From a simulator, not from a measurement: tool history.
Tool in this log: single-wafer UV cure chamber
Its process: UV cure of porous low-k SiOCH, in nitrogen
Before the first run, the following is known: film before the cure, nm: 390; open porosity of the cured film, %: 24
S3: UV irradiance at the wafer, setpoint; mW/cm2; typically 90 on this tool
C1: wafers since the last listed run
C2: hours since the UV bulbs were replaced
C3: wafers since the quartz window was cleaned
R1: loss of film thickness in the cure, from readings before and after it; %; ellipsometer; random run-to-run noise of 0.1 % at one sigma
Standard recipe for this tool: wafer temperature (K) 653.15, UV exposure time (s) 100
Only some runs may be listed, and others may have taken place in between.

Run 1, hour 0: usual settings; C1 0; C2 1359.8; C3 1143. Result: R1 5.552 %.
Run 2, hour 6.6: usual settings; C1 51; C2 1366.4; C3 1195. Result: R1 5.537 %.
Run 3, hour 17.1: usual settings; C1 82; C2 1376.9; C3 1278. Result: R1 5.429 %.
Run 4, hour 29.4: usual settings; C1 96; C2 1389.2; C3 1374. Result: R1 5.387 %.
Run 5, hour 40: usual settings; C1 83; C2 1399.8; C3 1458. Result: R1 5.35 %.
Run 6, hour 56.4: usual settings but wafer temperature (K) 642.15; C1 128; C2 1416.2; C3 1587. Result: R1 5.119 %.
Run 7, hour 64.8: usual settings but wafer temperature (K) 642.15; C1 66; C2 1424.6; C3 1653. Result: R1 5.052 %.
Run 8, hour 78.5: usual settings; C1 107; C2 1438.3; C3 1760. Result: R1 5.136 %.
At hour 90.7: quartz window cleaned.
Run 9, hour 91.2: usual settings; C1 36; C2 1451; C3 3. Result: R1 5.871 %.
Run 10, hour 97.7: usual settings; C1 51; C2 1457.5; C3 54. Result: R1 5.709 %.
Run 11, hour 111.5: usual settings but UV exposure time (s) 140, S3 61 mW/cm2; C1 108; C2 1471.3; C3 163. Result: R1 5.616 %.
Run 12, hour 123.8: usual settings but UV exposure time (s) 130; C1 96; C2 1483.6; C3 259. Result: R1 6.861 %.
Run 13, hour 141.7: usual settings but UV exposure time (s) 130; C1 140; C2 1501.5; C3 400. Result: R1 6.871 %.
Run 14, hour 193.8: usual settings but UV exposure time (s) 55; C1 409; C2 1553.6; C3 809. Result: R1 3.677 %.
Run 15, hour 207.3: usual settings but UV exposure time (s) 55; C1 106; C2 1567.1; C3 916. Result: R1 3.596 %.
Run 16, hour 224.8: usual settings; C1 137; C2 1584.6; C3 1053. Result: R1 5.672 %.
At hour 238.9: UV bulbs replaced.
Run 17, hour 239.4: usual settings; C1 51; C2 0.5; C3 1105. Result: R1 7.226 %.
Run 18, hour 272.9: usual settings but wafer temperature (K) 665.15, S3 75 mW/cm2; C1 263; C2 34; C3 1368. Result: R1 6.451 %.
Run 19, hour 281.8: usual settings but wafer temperature (K) 665.15, S3 75 mW/cm2; C1 69; C2 42.9; C3 1438. Result: R1 6.43 %.
Run 20, hour 288.5: usual settings but wafer temperature (K) 665.15, S3 75 mW/cm2; C1 52; C2 49.6; C3 1491. Result: R1 6.268 %.
At hour 299.6: quartz window cleaned.
Run 21, hour 301.8: usual settings but UV exposure time (s) 75, S3 108 mW/cm2; C1 41; C2 62.9; C3 17. Result: R1 6.776 %.
Run 22, hour 319.8: usual settings; C1 141; C2 80.9; C3 158. Result: R1 7.254 %.
Run 23, hour 329.7: usual settings but S3 105 mW/cm2; C1 77; C2 90.8; C3 236. Result: R1 7.545 %.
Run 24, hour 378.5: usual settings but wafer temperature (K) 659.15, UV exposure time (s) 45, S3 120 mW/cm2; C1 383; C2 139.6; C3 620. Result: R1 5.112 %.
Run 25, hour 393.5: usual settings but wafer temperature (K) 641.15, UV exposure time (s) 145, S3 114 mW/cm2; C1 117; C2 154.6; C3 738. Result: R1 9.13 %.
Run 26, hour 403: usual settings but wafer temperature (K) 667.15, UV exposure time (s) 140, S3 123 mW/cm2; C1 74; C2 164.1; C3 812. Result: R1 9.844 %.
Run 27, hour 420.3: usual settings but UV exposure time (s) 150; C1 135; C2 181.4; C3 948. Result: R1 8.449 %.
Run 28, hour 438.1: usual settings but wafer temperature (K) 672.15; C1 139; C2 199.2; C3 1088. Result: R1 7.152 %.
Run 29, hour 450.3: usual settings but wafer temperature (K) 668.15, UV exposure time (s) 130, S3 75 mW/cm2; C1 95; C2 211.4; C3 1184. Result: R1 7.256 %.
Run 30, hour 467.5: usual settings but wafer temperature (K) 670.15; C1 135; C2 228.6; C3 1319. Result: R1 6.777 %.
Run 31, hour 483.3: usual settings but wafer temperature (K) 658.15, UV exposure time (s) 55, S3 74 mW/cm2; C1 124; C2 244.4; C3 1444. Result: R1 3.795 %.
Run 32, hour 496.7: usual settings but wafer temperature (K) 642.15, UV exposure time (s) 65, S3 66 mW/cm2; C1 105; C2 257.8; C3 1549. Result: R1 3.625 %.
Run 33, hour 505.1: usual settings; C1 66; C2 266.2; C3 1615. Result: R1 6.111 %.
Run 34, hour 516.8: usual settings but wafer temperature (K) 660.15, UV exposure time (s) 80, S3 80 mW/cm2; C1 91; C2 277.9; C3 1707. Result: R1 4.968 %.
Run 35, hour 531.6: usual settings; C1 116; C2 292.7; C3 1823. Result: R1 6.068 %.
Run 36, hour 542.3: usual settings; C1 84; C2 303.4; C3 1907. Result: R1 6.115 %.
At hour 559.9: quartz window cleaned.
Run 37, hour 560.4: usual settings; C1 79; C2 321.5; C3 3. Result: R1 6.627 %.
Run 38, hour 563.9: usual settings; C1 27; C2 325; C3 31. Result: R1 6.501 %.
Run 39, hour 575.2: usual settings but wafer temperature (K) 671.15, UV exposure time (s) 135, S3 55 mW/cm2; C1 88; C2 336.3; C3 120. Result: R1 6.083 %.
Run 40, hour 581.9: usual settings but S3 100 mW/cm2; C1 52; C2 343; C3 172. Result: R1 6.778 %.

Consider 3 possible next runs. They are alternatives, not a sequence: every one starts from the tool as it was left by run 40. What does each give?
Run A, hour 582.4: usual settings; C1 3; C2 343.5; C3 176. Result: R1 ?.
Run B, hour 582.4: usual settings but wafer temperature (K) 666.15; C1 3; C2 343.5; C3 176. Result: R1 ?.
Run C, hour 582.4: usual settings but UV exposure time (s) 40, S3 59 mW/cm2; C1 3; C2 343.5; C3 176. Result: R1 ?.

run     R1
  A  6.661
  B  6.873
  C  2.437
With no hidden state in the tool, these same runs would have given:
run     R1
  A  7.669
  B   7.89
  C  2.996
